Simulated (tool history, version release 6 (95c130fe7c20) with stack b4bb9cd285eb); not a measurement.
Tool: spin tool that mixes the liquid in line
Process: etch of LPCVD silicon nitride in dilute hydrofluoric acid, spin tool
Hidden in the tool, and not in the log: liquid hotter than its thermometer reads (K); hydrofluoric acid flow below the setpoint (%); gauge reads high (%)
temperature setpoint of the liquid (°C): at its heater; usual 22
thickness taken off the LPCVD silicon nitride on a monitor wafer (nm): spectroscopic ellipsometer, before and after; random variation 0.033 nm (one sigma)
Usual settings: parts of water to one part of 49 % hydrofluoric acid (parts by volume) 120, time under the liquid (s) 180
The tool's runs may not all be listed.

run     day  temperature setpoint of the liquid (°C)  parts of water to one part of 49 % hydrofluoric acid (parts by volume)  time under the liquid (s)  wafers since the last listed run  hours since the thermometer was replaced  hours since the hydrofluoric acid flow meter was replaced  hours since the gauge calibration  read-back film thickness of the LPCVD silicon nitride reference wafer, read on the same gauge (nm)  thickness taken off the LPCVD silicon nitride on a monitor wafer (nm)
  1       0                                       19                                                                     120                        180                                 0                                    2616.7                                                     1962.2                              192.8                                                                                              80.022                                                                  0.391
  2   0.988                                       19                                                                     120                        180                               144                                    2640.4                                                     1985.9                              216.5                                                                                              79.982                                                                  0.418
  3   1.554                                       19                                                                     120                        180                                83                                      2654                                                     1999.5                              230.1                                                                                              80.029                                                                  0.426
  4    3.05                                       22                                                                     105                        180                               219                                    2689.9                                                     2035.4                                266                                                                                              79.961                                                                  0.615
  5   4.421                                       22                                                                     120                        180                               200                                    2722.8                                                     2068.3                              298.9                                                                                              79.963                                                                  0.433
      4.758  -- gauge calibrated
  6   5.408                                       22                                                                     120                        180                               144                                    2746.5                                                       2092                               15.6                                                                                              80.003                                                                  0.483
  7   6.638                                       22                                                                     120                        180                               180                                      2776                                                     2121.5                               45.1                                                                                              79.979                                                                  0.478
      7.242  -- hydrofluoric acid flow meter replaced
  8   7.896                                     26.5                                                                     145                        220                               178                                    2806.2                                                       15.7                               75.3                                                                                              80.012                                                                  0.715
  9   9.304                                       22                                                                     120                        180                               206                                      2840                                                       49.5                              109.1                                                                                              80.005                                                                  0.442
 10    10.8                                     20.5                                                                      65                        110                               219                                    2875.9                                                       85.4                                145                                                                                              79.979                                                                  0.523
 11  12.275                                       19                                                                     170                        235                               216                                    2911.3                                                      120.8                              180.4                                                                                              79.997                                                                   0.41
       12.4  -- thermometer replaced
 12  13.588                                     24.5                                                                     120                        180                               186                                      28.5                                                      152.3                              211.9                                                                                              80.009                                                                  0.516
 13  14.379                                     26.5                                                                     105                        180                               116                                      47.5                                                      171.3                              230.9                                                                                              80.012                                                                  0.754
 14  15.658                                       22                                                                     120                        180                               187                                      78.2                                                        202                              261.6                                                                                              79.997                                                                  0.504

What the log doesn't show, run by run:
liquid hotter than its thermometer reads (K): 0 in every run
hydrofluoric acid flow below the setpoint (%): 0 in every run
gauge reads high (%): 0 in every run

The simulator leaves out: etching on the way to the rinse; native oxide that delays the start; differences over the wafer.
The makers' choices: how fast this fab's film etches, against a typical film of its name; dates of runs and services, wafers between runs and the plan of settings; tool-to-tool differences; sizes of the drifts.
